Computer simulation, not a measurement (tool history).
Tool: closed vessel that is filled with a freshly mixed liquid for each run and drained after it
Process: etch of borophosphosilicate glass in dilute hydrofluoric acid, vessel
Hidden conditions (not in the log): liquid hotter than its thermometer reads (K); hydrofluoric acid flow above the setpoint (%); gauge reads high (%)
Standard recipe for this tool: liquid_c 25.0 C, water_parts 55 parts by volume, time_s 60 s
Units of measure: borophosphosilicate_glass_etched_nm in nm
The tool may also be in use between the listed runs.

| run | day | liquid_c | water_parts | time_s | wafers since the last listed run | hours since the thermometer was replaced | hours since the hydrofluoric acid flow meter was replaced | hours since the gauge calibration | read-back film thickness of the borophosphosilicate glass reference wafer, read on the same gauge (nm) | borophosphosilicate_glass_etched_nm |
|---|---|---|---|---|---|---|---|---|---|---|
| 1 | 0.000 | 25.0 | 55 | 45 | 0 | 787.2 | 201.9 | 121.8 | 120.03 | 36.66 |
| 2 | 1.038 | 25.0 | 55 | 60 | 3045 | 812.1 | 226.8 | 146.7 | 120.02 | 48.58 |
| 3 | 2.108 | 25.0 | 55 | 60 | 3143 | 837.8 | 252.5 | 172.4 | 119.99 | 48.70 |
| 4 | 2.842 | 25.0 | 55 | 70 | 2152 | 855.4 | 270.1 | 190.0 | 119.99 | 57.23 |
| 5 | 4.200 | 25.0 | 35 | 60 | 3987 | 888.0 | 302.7 | 222.6 | 119.99 | 79.20 |
| 6 | 7.779 | 25.0 | 35 | 60 | 10506 | 973.9 | 388.6 | 308.5 | 120.00 | 79.75 |
| 7 | 9.146 | 25.0 | 35 | 60 | 4011 | 1006.7 | 421.4 | 341.3 | 120.00 | 79.76 |
| 8 | 9.704 | 23.5 | 55 | 60 | 1639 | 1020.1 | 434.8 | 354.7 | 120.00 | 46.50 |
|  | 10.762 | hydrofluoric acid flow meter replaced |
| 9 | 10.896 | 23.5 | 55 | 60 | 3375 | 1048.7 | 3.2 | 383.3 | 120.00 | 46.94 |
| 10 | 12.329 | 27.5 | 55 | 75 | 4207 | 1083.1 | 37.6 | 417.7 | 119.98 | 68.79 |
| 11 | 12.900 | 25.0 | 55 | 60 | 1675 | 1096.8 | 51.3 | 431.4 | 120.01 | 49.75 |
| 12 | 13.729 | 26.5 | 55 | 90 | 2434 | 1116.7 | 71.2 | 451.3 | 119.99 | 79.53 |
|  | 14.425 | gauge calibrated |
| 13 | 15.012 | 25.0 | 55 | 60 | 3767 | 1147.5 | 102.0 | 14.1 | 120.01 | 50.40 |
|  | 15.088 | thermometer replaced |
| 14 | 16.188 | 25.0 | 55 | 60 | 3326 | 26.4 | 130.2 | 42.3 | 119.99 | 46.14 |
| 15 | 17.446 | 20.5 | 70 | 75 | 3693 | 56.6 | 160.4 | 72.5 | 120.01 | 36.97 |
| 16 | 18.638 | 25.0 | 55 | 60 | 3498 | 85.2 | 189.0 | 101.1 | 120.01 | 46.40 |
| 17 | 19.783 | 27.0 | 30 | 40 | 3363 | 112.7 | 216.5 | 128.6 | 120.00 | 63.68 |
| 18 | 20.575 | 25.0 | 85 | 80 | 2323 | 131.7 | 235.5 | 147.6 | 120.00 | 38.17 |
| 19 | 21.825 | 27.0 | 40 | 45 | 3669 | 161.7 | 265.5 | 177.6 | 120.01 | 53.10 |
| 20 | 22.388 | 28.5 | 45 | 45 | 1651 | 175.2 | 279.0 | 191.1 | 119.98 | 50.37 |
| 21 | 23.421 | 25.0 | 45 | 60 | 3033 | 200.0 | 303.8 | 215.9 | 119.99 | 57.84 |
| 22 | 24.392 | 28.5 | 45 | 45 | 2849 | 223.3 | 327.1 | 239.2 | 120.00 | 50.25 |
| 23 | 25.667 | 25.0 | 55 | 60 | 3742 | 253.9 | 357.7 | 269.8 | 119.99 | 46.89 |

What would each run have given without the hidden state, its run-to-run variation left as it was?
| run | borophosphosilicate_glass_etched_nm |
|---|---|
| 1 | 34.56 |
| 2 | 45.72 |
| 3 | 45.74 |
| 4 | 53.69 |
| 5 | 74.03 |
| 6 | 74.10 |
| 7 | 73.96 |
| 8 | 43.08 |
| 9 | 43.40 |
| 10 | 63.61 |
| 11 | 45.89 |
| 12 | 73.32 |
| 13 | 46.33 |
| 14 | 45.99 |
| 15 | 36.77 |
| 16 | 46.07 |
| 17 | 63.08 |
| 18 | 37.78 |
| 19 | 52.41 |
| 20 | 49.69 |
| 21 | 56.94 |
| 22 | 49.42 |
| 23 | 45.98 |
